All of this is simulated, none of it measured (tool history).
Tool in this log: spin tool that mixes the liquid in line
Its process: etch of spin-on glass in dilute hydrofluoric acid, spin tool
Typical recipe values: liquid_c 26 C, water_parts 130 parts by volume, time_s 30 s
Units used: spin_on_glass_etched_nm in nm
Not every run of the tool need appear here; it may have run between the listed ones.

run	hour	liquid_c	water_parts	time_s	wafers since the last listed run	hours since the thermometer was replaced	hours since the hydrofluoric acid flow meter was replaced	hours since the gauge calibration	read-back film thickness of the spin-on glass reference wafer, read on the same gauge (nm)	spin_on_glass_etched_nm
1	0	26	130	30	0	102.6	303.1	175.9	30	12.67
2	33.8	26	85	30	706	136.4	336.9	209.7	29.99	20.54
3	48	26	130	30	296	150.6	351.1	223.9	30	12.69
4	79.1	26	130	30	650	181.7	382.2	255	30.01	12.66
5	106.4	29.5	130	30	570	209	409.5	282.3	30.02	14.52
# hour 142.8: gauge calibrated
6	173.1	29.5	130	30	1394	275.7	476.2	30.3	30.02	14.56
7	206.2	26	130	30	692	308.8	509.3	63.4	29.99	12.78
8	219.9	26	130	30	286	322.5	523	77.1	30	12.85
9	232.8	26	130	30	269	335.4	535.9	90	30.01	12.76
10	249.1	26	130	30	340	351.7	552.2	106.3	30	12.78
11	267.6	26	130	30	386	370.2	570.7	124.8	30.01	12.77
# hour 272.5: hydrofluoric acid flow meter replaced
12	299.2	26	160	30	639	401.8	26.7	156.4	30.02	9.75
13	317.4	24.5	130	30	380	420	44.9	174.6	29.99	11.8
14	332.9	26	105	30	324	435.5	60.4	190.1	30.01	15.97
15	350.8	26	130	30	374	453.4	78.3	208	30.01	12.55
16	365.7	26	130	30	311	468.3	93.2	222.9	29.99	12.45
17	382.9	21	130	30	359	485.5	110.4	240.1	30	10.32

Run 18 comes next. What will it give?
18	405.5	23	130	30	472	508.1	133	262.7	?	?

Run 18 produced read-back film thickness of the spin-on glass reference wafer, read on the same gauge (nm) 30.01, spin_on_glass_etched_nm 11.2 nm.
Had the tool carried no hidden state, the very same run would have given spin_on_glass_etched_nm 11.08 nm.
